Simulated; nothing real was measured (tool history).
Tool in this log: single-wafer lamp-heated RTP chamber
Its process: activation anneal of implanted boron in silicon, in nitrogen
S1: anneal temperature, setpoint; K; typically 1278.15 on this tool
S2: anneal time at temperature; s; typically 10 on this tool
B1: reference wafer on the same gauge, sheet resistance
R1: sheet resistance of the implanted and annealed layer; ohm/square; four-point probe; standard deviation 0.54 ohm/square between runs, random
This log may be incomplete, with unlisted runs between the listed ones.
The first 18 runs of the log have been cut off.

run	hour	S1	S2	B1	R1
19	918.3	1278.15	10	170.83	145.42
20	945.5	1304.15	6	170.78	142.03
21	974.2	1300.15	4	170.86	142.40
# hour 985.0: pyrometer window cleaned and pyrometer calibrated
22	1031.6	1307.15	7	170.98	142.35
23	1068.2	1278.15	12	171.11	144.92
24	1136.8	1278.15	8	171.11	144.46
25	1176.6	1249.15	8	170.86	160.70
# hour 1239.6: reflector plate cleaned
26	1240.1	1278.15	10	170.85	143.86
27	1283.7	1269.15	10	171.06	146.01
# hour 1297.2: pyrometer window cleaned and pyrometer calibrated
28	1350.4	1307.15	7	170.95	142.21
29	1410.8	1307.15	12	171.16	141.06
30	1564.3	1302.15	8	171.13	141.56
31	1594.1	1300.15	4	170.74	141.98
# hour 1605.5: reflector plate cleaned
32	1620.7	1278.15	10	170.69	142.80
# hour 1638.0: pyrometer window cleaned and pyrometer calibrated
33	1665.0	1301.15	13	171.04	141.35

Consider 3 possible next runs. They are alternatives, not a sequence: every one starts from the tool as it was left by run 33. What does each give?
A	1665.4	1278.15	10	?	?
B	1665.4	1306.15	6	?	?
C	1665.4	1254.15	10	?	?

run	B1	R1
A	171.07	145.81
B	171.07	142.15
C	171.07	158.41
Take away the tool's hidden state, keep each run's random variation, and the runs would have read:
run	R1
A	146.33
B	142.30
C	159.99
